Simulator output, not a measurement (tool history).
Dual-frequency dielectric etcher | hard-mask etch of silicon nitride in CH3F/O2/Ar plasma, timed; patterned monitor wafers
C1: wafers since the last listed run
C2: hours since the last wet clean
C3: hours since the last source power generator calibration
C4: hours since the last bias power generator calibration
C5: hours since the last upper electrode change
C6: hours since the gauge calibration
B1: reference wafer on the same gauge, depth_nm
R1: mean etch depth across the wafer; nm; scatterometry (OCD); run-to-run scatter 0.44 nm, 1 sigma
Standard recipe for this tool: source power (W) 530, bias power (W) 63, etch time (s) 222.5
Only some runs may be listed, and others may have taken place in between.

Run 1, hour 0.0: usual settings; C1 0; C2 342.2; C3 1515.9; C4 3080.4; C5 4730.5; C6 146.8; B1 198.0. Result: R1 165.8 nm.
Run 2, hour 11.8: usual settings; C1 44; C2 354.0; C3 1527.7; C4 3092.2; C5 4742.3; C6 158.6; B1 198.0. Result: R1 165.1 nm.
Run 3, hour 27.5: usual settings; C1 59; C2 369.7; C3 1543.4; C4 3107.9; C5 4758.0; C6 174.3; B1 197.8. Result: R1 164.7 nm.
Run 4, hour 44.0: usual settings but bias power (W) 76; C1 62; C2 386.2; C3 1559.9; C4 3124.4; C5 4774.5; C6 190.8; B1 198.0. Result: R1 178.2 nm.
Run 5, hour 55.1: usual settings but bias power (W) 76; C1 41; C2 397.3; C3 1571.0; C4 3135.5; C5 4785.6; C6 201.9; B1 198.3. Result: R1 179.1 nm.
Run 6, hour 62.8: usual settings but bias power (W) 76; C1 29; C2 405.0; C3 1578.7; C4 3143.2; C5 4793.3; C6 209.6; B1 197.8. Result: R1 178.7 nm.
Run 7, hour 73.9: usual settings; C1 41; C2 416.1; C3 1589.8; C4 3154.3; C5 4804.4; C6 220.7; B1 198.1. Result: R1 164.0 nm.
Run 8, hour 84.6: usual settings; C1 40; C2 426.8; C3 1600.5; C4 3165.0; C5 4815.1; C6 231.4; B1 198.0. Result: R1 165.6 nm.
Run 9, hour 100.8: usual settings; C1 61; C2 443.0; C3 1616.7; C4 3181.2; C5 4831.3; C6 247.6; B1 197.7. Result: R1 164.4 nm.
At hour 119.8: bias power generator calibrated.
Run 10, hour 120.3: usual settings but bias power (W) 59, etch time (s) 266.0; C1 58; C2 462.5; C3 1636.2; C4 0.5; C5 4850.8; C6 267.1; B1 198.0. Result: R1 190.9 nm.
Run 11, hour 125.0: usual settings but bias power (W) 54, etch time (s) 284.0; C1 17; C2 467.2; C3 1640.9; C4 5.2; C5 4855.5; C6 271.8; B1 198.0. Result: R1 196.4 nm.
Run 12, hour 139.3: usual settings but bias power (W) 76; C1 54; C2 481.5; C3 1655.2; C4 19.5; C5 4869.8; C6 286.1; B1 198.1. Result: R1 177.7 nm.
At hour 150.2: gauge calibrated.
At hour 164.9: wet clean of the chamber.
At hour 172.7: source power generator calibrated.
At hour 186.3: upper electrode replaced.
At hour 196.7: wet clean of the chamber, repeated, since the last time left the tool worse.
Run 13, hour 197.2: usual settings but source power (W) 440, bias power (W) 77; C1 22; C2 0.5; C3 24.5; C4 77.4; C5 10.9; C6 47.0; B1 198.2. Result: R1 171.1 nm.
Run 14, hour 197.6: usual settings; C1 1; C2 0.9; C3 24.9; C4 77.8; C5 11.3; C6 47.4; B1 198.2. Result: R1 168.3 nm.
Run 15, hour 197.9: usual settings; C1 1; C2 1.2; C3 25.2; C4 78.1; C5 11.6; C6 47.7; B1 198.2. Result: R1 168.6 nm.
Run 16, hour 241.4: usual settings but bias power (W) 77; C1 164; C2 44.7; C3 68.7; C4 121.6; C5 55.1; C6 91.2; B1 197.8. Result: R1 182.3 nm.
Run 17, hour 255.9: usual settings but source power (W) 620, bias power (W) 70, etch time (s) 156.5; C1 54; C2 59.2; C3 83.2; C4 136.1; C5 69.6; C6 105.7; B1 198.1. Result: R1 131.1 nm.
Run 18, hour 263.5: usual settings but source power (W) 440, bias power (W) 74, etch time (s) 263.0; C1 28; C2 66.8; C3 90.8; C4 143.7; C5 77.2; C6 113.3; B1 197.9. Result: R1 197.9 nm.

List, for all runs, the conditions of the tool that the log does not record:
source power that arrives over what is set, %: 0 on each run
bias power that arrives over what is set, %: 0 on each run
gauge reads high (%): 0 on each run
H1: etch rate over this chamber's usual, %
run      H1
  1   -1.58
  2   -1.65
  3   -1.75
  4   -1.85
  5   -1.92
  6   -1.97
  7   -2.04
  8   -2.11
  9   -2.21
 10   -2.33
 11   -2.36
 12   -2.45
 13   0.231
 14   0.228
 15   0.227
 16  -0.045
 17  -0.136
 18  -0.183
